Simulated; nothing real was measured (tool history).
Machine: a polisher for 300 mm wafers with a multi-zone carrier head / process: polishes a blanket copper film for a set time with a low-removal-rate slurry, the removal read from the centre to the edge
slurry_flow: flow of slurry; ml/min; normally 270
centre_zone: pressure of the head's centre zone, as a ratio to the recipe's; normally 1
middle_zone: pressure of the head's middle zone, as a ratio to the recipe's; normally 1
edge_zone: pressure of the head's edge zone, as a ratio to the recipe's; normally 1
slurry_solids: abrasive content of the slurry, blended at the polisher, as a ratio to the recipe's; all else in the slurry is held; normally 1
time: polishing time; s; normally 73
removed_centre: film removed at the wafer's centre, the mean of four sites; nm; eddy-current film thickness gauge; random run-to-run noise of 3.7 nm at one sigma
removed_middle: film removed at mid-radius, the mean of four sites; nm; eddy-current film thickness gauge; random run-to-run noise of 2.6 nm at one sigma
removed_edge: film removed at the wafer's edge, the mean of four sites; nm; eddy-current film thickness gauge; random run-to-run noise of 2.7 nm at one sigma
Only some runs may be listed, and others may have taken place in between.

run    hour  slurry_flow  centre_zone  middle_zone  edge_zone  slurry_solids  time  wafers since the last listed run  wafers polished on this pad  hours since the slurry nozzle was cleaned  hours since the centre zone pressure was calibrated  hours since the edge zone pressure was calibrated  hours since the carrier head's membrane was replaced  incoming thickness of the incoming film, nm  removed_centre  removed_middle  removed_edge
  1       0          360            1            1       0.91           0.75    92                                 0                         4748                                       88.3                                                281.9                                              971.7                                                1043.1                                       1543.8           370.3             382           373
       54.4  -- worn pad replaced by a new one
  2    66.6          270         0.91            1          1              1    73                               693                          134                                      154.9                                                348.5                                             1038.3                                                1109.7                                       1563.5           283.3           331.2         326.3
      113.6  -- edge zone pressure recalibrated
  3   115.1          300         1.08         0.93          1              1    60                               515                          649                                      203.4                                                  397                                                1.5                                                1158.2                                       1580.4           275.8           255.4           272
      145.9  -- carrier head's membrane replaced by a new one
  4   177.5          270            1            1          1              1    73                               635                         1285                                      265.8                                                459.4                                               63.9                                                  31.6                                       1587.5           314.7           323.1         324.9
  5   225.3          350            1         0.89          1            0.8    59                               529                         1815                                      313.6                                                507.2                                              111.7                                                  79.4                                       1563.7           241.7           226.1         247.3
  6   269.2          270            1         0.92       0.95            1.1    73                               486                         2301                                      357.5                                                551.1                                              155.6                                                 123.3                                       1582.5             329             314         326.4
  7   297.5          270            1            1          1              1    73                               313                         2614                                      385.8                                                579.4                                              183.9                                                 151.6                                       1579.3           315.4           332.2         329.8
  8   335.9          270            1            1          1              1    73                               425                         3040                                      424.2                                                617.8                                              222.3                                                   190                                       1559.4           316.4           328.9         327.5
  9   378.2          270            1            1          1              1    73                               468                         3508                                      466.5                                                660.1                                              264.6                                                 232.3                                       1564.4           320.5           325.6         327.5
      399.9  -- slurry nozzle cleaned
 10   406.9          270            1            1          1              1    73                               306                         3815                                          7                                                688.8                                              293.3                                                   261                                       1537.1           310.8           326.3         326.5
 11   446.3          270            1            1          1           0.75    82                               436                         4251                                       46.4                                                728.2                                              332.7                                                 300.4                                       1589.2           327.4           331.4         332.1
 12   484.3          270            1            1          1              1    73                               420                         4672                                       84.4                                                766.2                                              370.7                                                 338.4                                       1574.4           313.1           327.9           326
 13   509.1          270            1            1       0.96           1.15    73                               274                         4947                                      109.2                                                  791                                              395.5                                                 363.2                                       1559.1           330.2           342.5         337.6
      518.5  -- worn pad replaced by a new one
 14   541.5          180         0.95         0.94       0.95              1    73                               314                          254                                      141.6                                                823.4                                              427.9                                                 395.6                                         1547           287.3           299.4         312.3
      696.7  -- centre zone pressure recalibrated
 15   723.1          270            1            1          1              1    73                              1989                         2244                                      323.2                                                 26.4                                              609.5                                                 577.2                                       1590.7           314.9             333         324.7
 16   768.5          270            1            1          1           0.85    73                               502                         2746                                      368.6                                                 71.8                                              654.9                                                 622.6                                       1556.6           300.2           311.2         308.9
      819.4  -- slurry nozzle cleaned
 17   822.7          270         0.95            1          1              1    96                               589                         3336                                        3.3                                                  126                                              709.1                                                 676.8                                       1572.8           405.5           434.4         430.7
 18   881.4          235            1         0.91       1.07              1    53                               650                         3986                                         62                                                184.7                                              767.8                                                 735.5                                       1563.5           224.1           218.7         241.2
 19   931.7          270            1            1          1              1    73                               557                         4543                                      112.3                                                  235                                              818.1                                                 785.8                                       1561.8           317.4           326.4         325.8
 20   982.2          270          0.9            1       0.91              1    48                               559                         5102                                      162.8                                                285.5                                              868.6                                                 836.3                                         1552           191.5           218.3         204.8
     1010.1  -- worn pad replaced by a new one
 21  1050.4          270            1            1          1              1    52                               711                          445                                        231                                                353.7                                              936.8                                                 904.5                                       1581.8           223.1           232.1         229.3

What if the next run were any one of these 4? Each begins from the tool's condition after run 21:
  A  1050.9          270            1            1          1              1    73                                 5                          451                                      231.5                                                354.2                                              937.3                                                   905                                       1560.6               ?               ?             ?
  B  1050.9          225         1.06            1       1.05            1.3    73                                 5                          451                                      231.5                                                354.2                                              937.3                                                   905                                       1560.6               ?               ?             ?
  C  1050.9          245         0.92         1.03          1           0.75    73                                 5                          451                                      231.5                                                354.2                                              937.3                                                   905                                       1560.6               ?               ?             ?
  D  1050.9          200            1            1       1.07            1.2    73                                 5                          451                                      231.5                                                354.2                                              937.3                                                   905                                       1560.6               ?               ?             ?

run  removed_centre  removed_middle  removed_edge
  A           318.1           331.2         325.2
  B           357.8           353.3         354.9
  C           264.8           305.7           293
  D           326.7           341.1         346.1
Without the tool's unlogged condition, the same runs would have read:
run  removed_centre  removed_middle  removed_edge
  A           318.1           331.2         325.2
  B           357.8           353.3         354.9
  C           264.8           305.7           293
  D           326.7           341.1         346.1
